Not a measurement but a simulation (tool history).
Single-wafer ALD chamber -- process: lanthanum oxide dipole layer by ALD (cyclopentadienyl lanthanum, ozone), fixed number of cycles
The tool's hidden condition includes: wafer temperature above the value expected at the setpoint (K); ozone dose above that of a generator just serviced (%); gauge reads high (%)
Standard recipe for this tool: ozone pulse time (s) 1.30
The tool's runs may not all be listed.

run   hour  ozone pulse time (s)  wafers since the last listed run  hours since the last thermocouple change  hours since the last ozone generator service  hours since the showerhead was replaced  hours since the gauge calibration  read-back reference wafer on the same gauge, thickness_nm  mean film thickness on the monitor wafer (angstrom)
  1    0.0                  1.30                                 0                                     979.0                                         676.9                                   3486.4                               30.6                                                      0.603                                                 5.11
  2   10.3                  1.30                               215                                     989.3                                         687.2                                   3496.7                               40.9                                                      0.605                                                 5.10
  3   24.1                  1.30                               289                                    1003.1                                         701.0                                   3510.5                               54.7                                                      0.605                                                 5.04
  4   37.1                  1.30                               272                                    1016.1                                         714.0                                   3523.5                               67.7                                                      0.604                                                 5.07
  5   48.4                  1.30                               236                                    1027.4                                         725.3                                   3534.8                               79.0                                                      0.603                                                 5.09
  6   60.2                  1.30                               247                                    1039.2                                         737.1                                   3546.6                               90.8                                                      0.604                                                 5.08
  7   74.2                  1.30                               293                                    1053.2                                         751.1                                   3560.6                              104.8                                                      0.604                                                 5.00
  8   87.0                  1.30                               268                                    1066.0                                         763.9                                   3573.4                              117.6                                                      0.604                                                 5.03
  9   97.3                  1.30                               215                                    1076.3                                         774.2                                   3583.7                              127.9                                                      0.604                                                 4.97
 10  108.1                  1.30                               226                                    1087.1                                         785.0                                   3594.5                              138.7                                                      0.604                                                 5.04
     121.7  -- ozone generator serviced
 11  122.2                  1.30                               127                                    1101.2                                           0.5                                   3608.6                              152.8                                                      0.604                                                 5.53
 12  124.3                  1.30                                44                                    1103.3                                           2.6                                   3610.7                              154.9                                                      0.604                                                 5.45
 13  130.7                  1.30                               134                                    1109.7                                           9.0                                   3617.1                              161.3                                                      0.603                                                 5.51
 14  144.0                  1.30                               278                                    1123.0                                          22.3                                   3630.4                              174.6                                                      0.606                                                 5.56
 15  155.8                  1.30                               247                                    1134.8                                          34.1                                   3642.2                              186.4                                                      0.604                                                 5.44
 16  164.4                  1.30                               180                                    1143.4                                          42.7                                   3650.8                              195.0                                                      0.604                                                 5.48
 17  172.3                  1.17                               165                                    1151.3                                          50.6                                   3658.7                              202.9                                                      0.605                                                 5.26
 18  213.0                  1.30                               853                                    1192.0                                          91.3                                   3699.4                              243.6                                                      0.603                                                 5.47
     229.5  -- thermocouple changed; heater temperature recalibrated
 19  230.0                  1.13                               188                                       0.5                                         108.3                                   3716.4                              260.6                                                      0.604                                                 5.08
 20  233.1                  1.30                                64                                       3.6                                         111.4                                   3719.5                              263.7                                                      0.603                                                 5.48
 21  248.6                  1.03                               324                                      19.1                                         126.9                                   3735.0                              279.2                                                      0.604                                                 4.72
 22  262.7                  1.43                               295                                      33.2                                         141.0                                   3749.1                              293.3                                                      0.603                                                 5.65
 23  269.5                  0.95                               142                                      40.0                                         147.8                                   3755.9                              300.1                                                      0.604                                                 4.40
 24  281.5                  1.30                               251                                      52.0                                         159.8                                   3767.9                              312.1                                                      0.604                                                 5.43
 25  297.8                  1.46                               341                                      68.3                                         176.1                                   3784.2                              328.4                                                      0.604                                                 5.60
     313.0  -- gauge calibrated
     313.8  -- showerhead replaced
 26  348.8                  1.30                               901                                     119.3                                         227.1                                     35.0                               35.8                                                      0.606                                                 5.36
 27  356.7                  1.07                               165                                     127.2                                         235.0                                     42.9                               43.7                                                      0.605                                                 4.82
 28  367.6                  1.47                               228                                     138.1                                         245.9                                     53.8                               54.6                                                      0.604                                                 5.65
 29  382.5                  1.53                               312                                     153.0                                         260.8                                     68.7                               69.5                                                      0.604                                                 5.61
 30  388.7                  1.30                               129                                     159.2                                         267.0                                     74.9                               75.7                                                      0.604                                                 5.40
 31  426.6                  1.60                               794                                     197.1                                         304.9                                    112.8                              113.6                                                      0.605                                                 5.71
 32  433.4                  1.70                               142                                     203.9                                         311.7                                    119.6                              120.4                                                      0.605                                                 5.74
 33  445.9                  1.30                               262                                     216.4                                         324.2                                    132.1                              132.9                                                      0.603                                                 5.28
 34  458.4                  0.89                               262                                     228.9                                         336.7                                    144.6                              145.4                                                      0.604                                                 3.96
 35  467.7                  1.12                               194                                     238.2                                         346.0                                    153.9                              154.7                                                      0.604                                                 4.92

Below, some changes in mean film thickness on the monitor wafer (angstrom) between adjacent runs. For each, the amount present without the hidden state too (settings, incoming material, random variation) and the amount remaining for the hidden state with gauge scatter not shared by both compared results:
Run 10 -> 11: ozone generator serviced. mean film thickness on the monitor wafer (angstrom) +0.49: hidden state +0.50, all else -0.01.
Run 22 -> 23: ozone pulse time (s) 1.43 -> 0.95. mean film thickness on the monitor wafer (angstrom) -1.25: hidden state -0.12, all else -1.13.
Run 23 -> 24: ozone pulse time (s) 0.95 -> 1.30. mean film thickness on the monitor wafer (angstrom) +1.03: hidden state +0.08, all else +0.95.
Run 32 -> 33: ozone pulse time (s) 1.70 -> 1.30. mean film thickness on the monitor wafer (angstrom) -0.46: hidden state -0.13, all else -0.33.
Run 33 -> 34: ozone pulse time (s) 1.30 -> 0.89. mean film thickness on the monitor wafer (angstrom) -1.32: hidden state -0.17, all else -1.15.
